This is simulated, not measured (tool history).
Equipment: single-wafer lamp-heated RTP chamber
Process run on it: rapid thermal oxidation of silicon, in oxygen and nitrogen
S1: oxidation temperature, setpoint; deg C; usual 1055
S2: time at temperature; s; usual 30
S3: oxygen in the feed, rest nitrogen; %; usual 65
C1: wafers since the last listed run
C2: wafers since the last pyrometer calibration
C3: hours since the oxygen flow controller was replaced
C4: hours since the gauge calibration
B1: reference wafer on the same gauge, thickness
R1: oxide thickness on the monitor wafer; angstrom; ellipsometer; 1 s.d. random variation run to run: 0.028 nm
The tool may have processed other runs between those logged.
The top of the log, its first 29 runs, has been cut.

run,hour,S1,S2,S3,C1,C2,C3,C4,B1,R1
30,2146.4,1070,30,65,1583,1684,257.6,1229.0,5.788,62.99
31,2193.1,1055,30,65,393,2077,304.3,1275.7,5.780,57.09
32,2261.3,1055,41,37,574,2652,372.5,1343.9,5.777,53.91
33,2351.0,1055,30,65,755,3407,462.2,1433.6,5.779,57.42
34,2438.5,1029,17,84,737,4144,549.7,1521.1,5.774,42.15
# hour 2463.5: pyrometer window cleaned and pyrometer calibrated
35,2541.0,1055,30,91,796,652,652.2,1623.6,5.784,63.44
36,2625.8,1066,30,54,714,1367,737.0,1708.4,5.778,57.26
37,2701.4,1055,30,49,636,2004,812.6,1784.0,5.779,52.25
38,2803.9,1074,35,80,863,2867,915.1,1886.5,5.775,75.68

Alternative continuations, all from the tool just after run 38; predict every row:
A,2804.3,1055,30,65,3,2870,915.5,1886.9,?,?
B,2804.3,1055,38,57,3,2870,915.5,1886.9,?,?
C,2804.3,1068,20,47,3,2870,915.5,1886.9,?,?

run,B1,R1
A,5.781,57.68
B,5.781,60.93
C,5.781,47.51
Without the tool's unlogged condition, the same runs would have read:
run,R1
A,55.55
B,58.68
C,45.83

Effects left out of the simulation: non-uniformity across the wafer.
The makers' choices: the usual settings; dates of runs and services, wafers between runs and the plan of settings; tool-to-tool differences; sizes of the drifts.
